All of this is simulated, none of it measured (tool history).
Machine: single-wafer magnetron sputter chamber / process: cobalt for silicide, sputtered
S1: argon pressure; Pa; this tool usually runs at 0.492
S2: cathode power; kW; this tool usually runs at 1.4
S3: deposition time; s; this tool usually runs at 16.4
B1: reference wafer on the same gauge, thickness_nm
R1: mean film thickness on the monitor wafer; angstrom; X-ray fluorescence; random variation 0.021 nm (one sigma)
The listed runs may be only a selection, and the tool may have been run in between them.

{"run": 1, "day": 0.0, "S1": 0.492, "S2": 1.4, "S3": 14.1, "B1": 11.432, "R1": 91.05}
{"run": 2, "day": 0.75, "S1": 0.492, "S2": 1.4, "S3": 14.1, "B1": 11.417, "R1": 90.81}
{"run": 3, "day": 1.504, "S1": 0.492, "S2": 1.4, "S3": 15, "B1": 11.414, "R1": 97.31}
{"run": 4, "day": 2.833, "S1": 0.492, "S2": 1.4, "S3": 15, "B1": 11.408, "R1": 96.93}
{"run": 5, "day": 3.8, "S1": 0.492, "S2": 1.4, "S3": 16.4, "B1": 11.395, "R1": 106.14}
{"run": 6, "day": 4.712, "S1": 0.492, "S2": 1.4, "S3": 16.4, "B1": 11.386, "R1": 105.53}
{"run": 7, "day": 5.754, "S1": 0.492, "S2": 1.4, "S3": 16.4, "B1": 11.379, "R1": 105.28}
{"run": 8, "day": 6.454, "S1": 0.492, "S2": 1.4, "S3": 16.4, "B1": 11.368, "R1": 105.28}
{"run": 9, "day": 6.992, "S1": 0.492, "S2": 1.4, "S3": 16.4, "B1": 11.37, "R1": 105.18}
{"run": 10, "day": 7.842, "S1": 0.492, "S2": 1.4, "S3": 16.4, "B1": 11.355, "R1": 104.86}
{"run": 11, "day": 9.325, "S1": 0.492, "S2": 1.4, "S3": 16.4, "B1": 11.345, "R1": 105}
{"run": 12, "day": 10.621, "S1": 0.492, "S2": 1.4, "S3": 16.4, "B1": 11.327, "R1": 104.89}
{"run": 13, "day": 11.579, "S1": 0.492, "S2": 1.4, "S3": 16.4, "B1": 11.311, "R1": 104.95}
{"run": 14, "day": 12.571, "S1": 0.492, "S2": 1.4, "S3": 16.4, "B1": 11.302, "R1": 104.78}
{"run": 15, "day": 13.138, "S1": 0.656, "S2": 1.25, "S3": 16.4, "B1": 11.289, "R1": 88.94}
{"run": 16, "day": 14.079, "S1": 0.492, "S2": 1.2, "S3": 16.4, "B1": 11.276, "R1": 89.51}
{"run": 17, "day": 14.988, "S1": 0.492, "S2": 1.6, "S3": 16.4, "B1": 11.261, "R1": 119.21}
{"run": 18, "day": 15.867, "S1": 0.548, "S2": 1.4, "S3": 17.3, "B1": 11.239, "R1": 108.31}
{"run": 19, "day": 16.538, "S1": 0.617, "S2": 1.4, "S3": 17.3, "B1": 11.25, "R1": 106.07}
{"run": 20, "day": 17.65, "S1": 0.351, "S2": 1.3, "S3": 14.7, "B1": 11.221, "R1": 90.18}
{"run": 21, "day": 20.146, "S1": 0.492, "S2": 1.4, "S3": 16.4, "B1": 11.368, "R1": 105.17}
{"run": 22, "day": 21.462, "S1": 0.598, "S2": 1.2, "S3": 16.4, "B1": 11.36, "R1": 87.41}
{"run": 23, "day": 22.012, "S1": 0.492, "S2": 1.65, "S3": 13.6, "B1": 11.362, "R1": 103.29}
{"run": 24, "day": 23.504, "S1": 0.492, "S2": 1.25, "S3": 17.5, "B1": 11.358, "R1": 100.28}
{"run": 25, "day": 26.062, "S1": 0.424, "S2": 1.4, "S3": 16.4, "B1": 11.351, "R1": 106.9}
{"run": 26, "day": 27.258, "S1": 0.64, "S2": 1.5, "S3": 18.2, "B1": 11.334, "R1": 119.6}
{"run": 27, "day": 29.083, "S1": 0.492, "S2": 1.4, "S3": 16.4, "B1": 11.327, "R1": 105.36}
{"run": 28, "day": 29.562, "S1": 0.331, "S2": 1.2, "S3": 18.8, "B1": 11.327, "R1": 107.93}
{"run": 29, "day": 30.292, "S1": 0.492, "S2": 1.4, "S3": 16.4, "B1": 11.328, "R1": 105.41}
{"run": 30, "day": 31.229, "S1": 0.656, "S2": 1.25, "S3": 16.4, "B1": 11.312, "R1": 89.42}
{"run": 31, "day": 32.038, "S1": 0.576, "S2": 1.1, "S3": 13.4, "B1": 11.312, "R1": 65.7}
{"run": 32, "day": 33.388, "S1": 0.377, "S2": 1.7, "S3": 16.4, "B1": 11.301, "R1": 131.85}
{"run": 33, "day": 34.112, "S1": 0.377, "S2": 1.7, "S3": 16.4, "B1": 11.282, "R1": 131.82}
{"run": 34, "day": 35.462, "S1": 0.689, "S2": 1.4, "S3": 16.4, "B1": 11.277, "R1": 98.39}

Taken out of this log: 7 entries between the listed runs. Where each belongs, and how the hidden state differs across it:
After run 5, before run 6: sputter target and shields replaced (day 4.692)
  gauge reads high (%): -0.0118 -> -0.0833
  what was measured, less what the result would be without the hidden state, R1: -0.02 -> -0.09 angstrom
After run 11, before run 12: capacitance manometer re-zeroed and calibrated (day 9.817)
  gauge reads high (%): -0.516 -> -0.659
  what was measured, less what the result would be without the hidden state, R1: -0.55 -> -0.7 angstrom
After run 13, before run 14: sputter target and shields replaced (day 12.217)
  gauge reads high (%): -0.771 -> -0.892
  what was measured, less what the result would be without the hidden state, R1: -0.82 -> -0.94 angstrom
After run 20, before run 21: gauge calibrated (day 18.692); magnet pack replaced (day 19.167)
  gauge reads high (%): -1.6 -> -0.313
  what was measured, less what the result would be without the hidden state, R1: -1.47 -> -0.33 angstrom
After run 21, before run 22: sputter target and shields replaced (day 20.896)
  gauge reads high (%): -0.313 -> -0.328
  what was measured, less what the result would be without the hidden state, R1: -0.33 -> -0.29 angstrom
After run 26, before run 27: sputter target and shields replaced (day 29.062)
  gauge reads high (%): -0.513 -> -0.61
  what was measured, less what the result would be without the hidden state, R1: -0.62 -> -0.64 angstrom
